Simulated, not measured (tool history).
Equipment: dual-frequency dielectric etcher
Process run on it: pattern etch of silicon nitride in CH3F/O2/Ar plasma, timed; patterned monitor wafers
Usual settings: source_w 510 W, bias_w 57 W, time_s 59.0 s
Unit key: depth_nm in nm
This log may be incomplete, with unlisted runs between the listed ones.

run	hour	source_w	bias_w	time_s	wafers since the last listed run	hours since the last wet clean	hours since the last source power generator calibration	hours since the last bias power generator calibration	hours since the last upper electrode change	hours since the gauge calibration	read-back reference wafer on the same gauge, depth_nm	depth_nm
1	0.0	600	53	59.0	0	394.3	3208.5	1775.4	4652.3	180.3	44.88	45.44
# hour 39.1: wet clean of the chamber
2	39.6	600	53	59.0	263	0.5	3248.1	1815.0	4691.9	219.9	45.13	46.17
3	55.9	600	53	59.0	275	16.8	3264.4	1831.3	4708.2	236.2	45.18	46.74
4	68.6	510	51	69.5	214	29.5	3277.1	1844.0	4720.9	248.9	45.18	50.36
5	83.0	510	51	69.5	243	43.9	3291.5	1858.4	4735.3	263.3	45.10	50.26
6	115.8	510	57	59.0	554	76.7	3324.3	1891.2	4768.1	296.1	45.06	44.55
7	138.6	510	57	59.0	385	99.5	3347.1	1914.0	4790.9	318.9	45.09	44.72
8	160.7	510	57	59.0	373	121.6	3369.2	1936.1	4813.0	341.0	45.11	44.16
9	175.9	510	57	59.0	256	136.8	3384.4	1951.3	4828.2	356.2	45.17	44.33
10	199.2	450	57	54.0	393	160.1	3407.7	1974.6	4851.5	379.5	44.97	38.88
# hour 204.7: source power generator calibrated
# hour 240.5: upper electrode replaced
11	241.0	510	57	59.0	233	201.9	36.3	2016.4	0.5	421.3	44.89	44.80
12	241.4	510	57	59.0	6	202.3	36.7	2016.8	0.9	421.7	44.98	44.52
13	263.8	510	57	59.0	378	224.7	59.1	2039.2	23.3	444.1	44.98	44.42
14	296.6	580	50	59.0	554	257.5	91.9	2072.0	56.1	476.9	45.08	44.87
15	319.4	620	67	67.0	385	280.3	114.7	2094.8	78.9	499.7	45.13	58.11
16	355.3	510	57	59.0	606	316.2	150.6	2130.7	114.8	535.6	45.06	44.98
17	385.5	390	44	45.0	510	346.4	180.8	2160.9	145.0	565.8	45.15	27.62
18	408.1	510	57	59.0	382	369.0	203.4	2183.5	167.6	588.4	45.12	44.77
# hour 418.3: gauge calibrated
# hour 453.6: wet clean of the chamber
19	454.1	600	53	59.0	371	0.5	249.4	2229.5	213.6	35.8	45.08	46.41
20	464.5	630	57	72.5	175	10.9	259.8	2239.9	224.0	46.2	45.10	58.98
21	476.7	410	53	59.0	206	23.1	272.0	2252.1	236.2	58.4	44.98	39.57
# hour 504.5: bias power generator calibrated
22	507.0	510	47	59.0	444	53.4	302.3	2.5	266.5	88.7	45.22	41.28
23	532.9	580	52	43.0	437	79.3	328.2	28.4	292.4	114.6	45.15	32.86
24	560.3	430	57	59.0	463	106.7	355.6	55.8	319.8	142.0	45.02	41.68
25	595.5	510	65	71.0	595	141.9	390.8	91.0	355.0	177.2	44.97	56.15
26	622.2	580	50	59.0	451	168.6	417.5	117.7	381.7	203.9	45.05	44.68
27	650.6	450	64	53.5	480	197.0	445.9	146.1	410.1	232.3	45.00	40.05

3 options for the next run, each taken on its own from the tool as it stands now. Forecast them:
A	651.0	510	57	59.0	6	197.4	446.3	146.5	410.5	232.7	?	?
B	651.0	390	57	51.5	6	197.4	446.3	146.5	410.5	232.7	?	?
C	651.0	580	48	43.5	6	197.4	446.3	146.5	410.5	232.7	?	?

run	read-back reference wafer on the same gauge, depth_nm	depth_nm
A	45.21	44.59
B	45.21	35.07
C	45.21	32.42
Had the tool no hidden state, the same runs would have come out as:
run	depth_nm
A	44.59
B	35.07
C	32.42

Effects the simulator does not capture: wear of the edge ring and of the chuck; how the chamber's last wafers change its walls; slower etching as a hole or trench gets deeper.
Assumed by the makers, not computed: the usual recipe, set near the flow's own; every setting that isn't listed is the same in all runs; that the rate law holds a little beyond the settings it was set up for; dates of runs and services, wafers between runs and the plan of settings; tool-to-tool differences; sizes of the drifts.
